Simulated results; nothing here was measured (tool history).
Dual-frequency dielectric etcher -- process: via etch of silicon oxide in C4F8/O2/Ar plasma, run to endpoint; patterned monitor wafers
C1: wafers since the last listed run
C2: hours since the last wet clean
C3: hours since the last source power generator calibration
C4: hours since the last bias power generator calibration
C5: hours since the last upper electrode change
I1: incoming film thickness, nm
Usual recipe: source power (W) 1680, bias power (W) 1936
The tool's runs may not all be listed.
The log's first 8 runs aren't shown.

-- hour=609.2 bias power generator calibrated
run 9 hour=619.5 | source_power_(W)=1680 bias_power_(W)=1936 | C1=203 C2=439.7 C3=192.6 C4=10.3 C5=1993.3 | I1=1486.2 | endpoint_time_(s)=336.9
run 10 hour=726.9 | source_power_(W)=1680 bias_power_(W)=1936 | C1=537 C2=547.1 C3=300 C4=117.7 C5=2100.7 | I1=1492.2 | endpoint_time_(s)=337.4
run 11 hour=800.7 | source_power_(W)=1680 bias_power_(W)=1936 | C1=369 C2=620.9 C3=373.8 C4=191.5 C5=2174.5 | I1=1495.8 | endpoint_time_(s)=340.4
-- hour=834.5 wet clean of the chamber
run 12 hour=845.2 | source_power_(W)=1680 bias_power_(W)=1936 | C1=102 C2=10.7 C3=418.3 C4=236 C5=2219 | I1=1501.8 | endpoint_time_(s)=338.6
run 13 hour=887.5 | source_power_(W)=1680 bias_power_(W)=1569 | C1=211 C2=53 C3=460.6 C4=278.3 C5=2261.3 | I1=1505.3 | endpoint_time_(s)=367.5
run 14 hour=981.7 | source_power_(W)=1430 bias_power_(W)=1619 | C1=471 C2=147.2 C3=554.8 C4=372.5 C5=2355.5 | I1=1490.2 | endpoint_time_(s)=380.8
run 15 hour=1042.5 | source_power_(W)=1980 bias_power_(W)=1936 | C1=304 C2=208 C3=615.6 C4=433.3 C5=2416.3 | I1=1507.4 | endpoint_time_(s)=323.2
run 16 hour=1119 | source_power_(W)=1380 bias_power_(W)=1686 | C1=382 C2=284.5 C3=692.1 C4=509.8 C5=2492.8 | I1=1499.2 | endpoint_time_(s)=389.6
run 17 hour=1170.9 | source_power_(W)=1870 bias_power_(W)=2273 | C1=259 C2=336.4 C3=744 C4=561.7 C5=2544.7 | I1=1502.6 | endpoint_time_(s)=310.3
run 18 hour=1258 | source_power_(W)=1940 bias_power_(W)=2099 | C1=435 C2=423.5 C3=831.1 C4=648.8 C5=2631.8 | I1=1505.8 | endpoint_time_(s)=312.8
run 19 hour=1325.4 | source_power_(W)=1890 bias_power_(W)=1496 | C1=337 C2=490.9 C3=898.5 C4=716.2 C5=2699.2 | I1=1493.9 | endpoint_time_(s)=346.6
run 20 hour=1617.7 | source_power_(W)=1680 bias_power_(W)=2182 | C1=1462 C2=783.2 C3=1190.8 C4=1008.5 C5=2991.5 | I1=1520.9 | endpoint_time_(s)=338.3
-- hour=1649.2 wet clean of the chamber
run 21 hour=1690.4 | source_power_(W)=1680 bias_power_(W)=2367 | C1=243 C2=41.2 C3=1263.5 C4=1081.2 C5=3064.2 | I1=1515.7 | endpoint_time_(s)=329
-- hour=1800 upper electrode replaced
run 22 hour=1800.5 | source_power_(W)=1680 bias_power_(W)=1936 | C1=430 C2=151.3 C3=1373.6 C4=1191.3 C5=0.5 | I1=1502.7 | endpoint_time_(s)=341.3

Expected results for the next run?
run 23 hour=1862.7 | source_power_(W)=1680 bias_power_(W)=1648 | C1=311 C2=213.5 C3=1435.8 C4=1253.5 C5=62.7 | I1=1503 | endpoint_time_(s)=?

Run 23 came out at endpoint time (s) 359.3.
With the hidden condition absent and the run-to-run variation left alone, this run would have shown endpoint time (s) 359.3.
